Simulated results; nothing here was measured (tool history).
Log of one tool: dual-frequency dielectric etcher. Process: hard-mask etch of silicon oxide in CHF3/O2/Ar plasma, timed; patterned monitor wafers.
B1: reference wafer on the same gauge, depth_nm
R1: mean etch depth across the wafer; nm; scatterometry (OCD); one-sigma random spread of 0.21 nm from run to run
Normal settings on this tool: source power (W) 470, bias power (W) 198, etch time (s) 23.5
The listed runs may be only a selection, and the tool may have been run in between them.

Run 1, day 0.000: usual settings; B1 49.49. Result: R1 44.52 nm.
At day 1.733: wet clean of the chamber.
At day 7.754: upper electrode replaced.
Run 2, day 10.467: usual settings but etch time (s) 21.5; B1 49.55. Result: R1 41.08 nm.
Run 3, day 13.088: usual settings but etch time (s) 21.5; B1 49.64. Result: R1 40.90 nm.
At day 15.033: source power generator calibrated.
Run 4, day 15.892: usual settings but etch time (s) 21.5; B1 49.63. Result: R1 39.72 nm.
Run 5, day 17.775: usual settings; B1 49.57. Result: R1 43.35 nm.
Run 6, day 24.596: usual settings but etch time (s) 21.0; B1 49.69. Result: R1 39.24 nm.
Run 7, day 27.679: usual settings but source power (W) 520, bias power (W) 238; B1 49.61. Result: R1 48.34 nm.
At day 30.808: wet clean of the chamber.
Run 8, day 30.829: usual settings but source power (W) 500, bias power (W) 169; B1 49.63. Result: R1 43.31 nm.
At day 33.200: gauge calibrated.
Run 9, day 38.908: usual settings; B1 49.57. Result: R1 43.99 nm.
Run 10, day 43.175: usual settings but bias power (W) 239, etch time (s) 21.0; B1 49.61. Result: R1 41.37 nm.
Run 11, day 47.712: usual settings but source power (W) 360, etch time (s) 30.0; B1 49.64. Result: R1 48.88 nm.
Run 12, day 50.662: usual settings; B1 49.58. Result: R1 44.04 nm.
Run 13, day 53.117: usual settings but bias power (W) 183; B1 49.63. Result: R1 43.05 nm.
Run 14, day 55.704: usual settings but source power (W) 440, bias power (W) 182, etch time (s) 18.5; B1 49.60. Result: R1 32.57 nm.
Run 15, day 59.729: usual settings but bias power (W) 166; B1 49.51. Result: R1 42.00 nm.
At day 62.962: wet clean of the chamber.
Run 16, day 63.854: usual settings but bias power (W) 240; B1 49.70. Result: R1 46.68 nm.
Run 17, day 67.392: usual settings but etch time (s) 21.0; B1 49.55. Result: R1 39.54 nm.
At day 71.433: bias power generator calibrated.
Run 18, day 71.829: usual settings but source power (W) 570, etch time (s) 20.0; B1 49.62. Result: R1 41.18 nm.
Run 19, day 74.196: usual settings but source power (W) 390, etch time (s) 17.0; B1 49.54. Result: R1 28.90 nm.
Run 20, day 77.925: usual settings; B1 49.64. Result: R1 43.92 nm.
Run 21, day 80.112: usual settings but source power (W) 530, bias power (W) 214, etch time (s) 25.5; B1 49.69. Result: R1 51.31 nm.
Run 22, day 82.875: usual settings but bias power (W) 229; B1 49.59. Result: R1 46.43 nm.
Run 23, day 87.888: usual settings but bias power (W) 229; B1 49.46. Result: R1 46.27 nm.
Run 24, day 91.375: usual settings; B1 49.48. Result: R1 44.10 nm.
Run 25, day 95.196: usual settings but source power (W) 550, bias power (W) 233, etch time (s) 18.5; B1 49.66. Result: R1 39.68 nm.
At day 97.829: wet clean of the chamber.
Run 26, day 98.225: usual settings but source power (W) 550, bias power (W) 243, etch time (s) 29.0; B1 49.64. Result: R1 62.12 nm.
Run 27, day 99.921: usual settings; B1 49.57. Result: R1 44.08 nm.
Run 28, day 103.925: usual settings; B1 49.58. Result: R1 44.40 nm.
Run 29, day 107.942: usual settings but source power (W) 580, bias power (W) 171, etch time (s) 28.0; B1 49.66. Result: R1 56.85 nm.

4 ways to go on from here, each from the tool as it stands after run 29. What would each give?
Run A, day 107.958: usual settings; B1 ?. Result: R1 ?.
Run B, day 107.958: usual settings but etch time (s) 28.0; B1 ?. Result: R1 ?.
Run C, day 107.958: usual settings but etch time (s) 28.5; B1 ?. Result: R1 ?.
Run D, day 107.958: usual settings but source power (W) 400; B1 ?. Result: R1 ?.

run     B1     R1
  A  49.57  44.29
  B  49.57  52.77
  C  49.57  53.72
  D  49.57  40.71
Without the tool's hidden state the same runs would have given:
run     R1
  A  43.66
  B  52.02
  C  52.94
  D  40.12
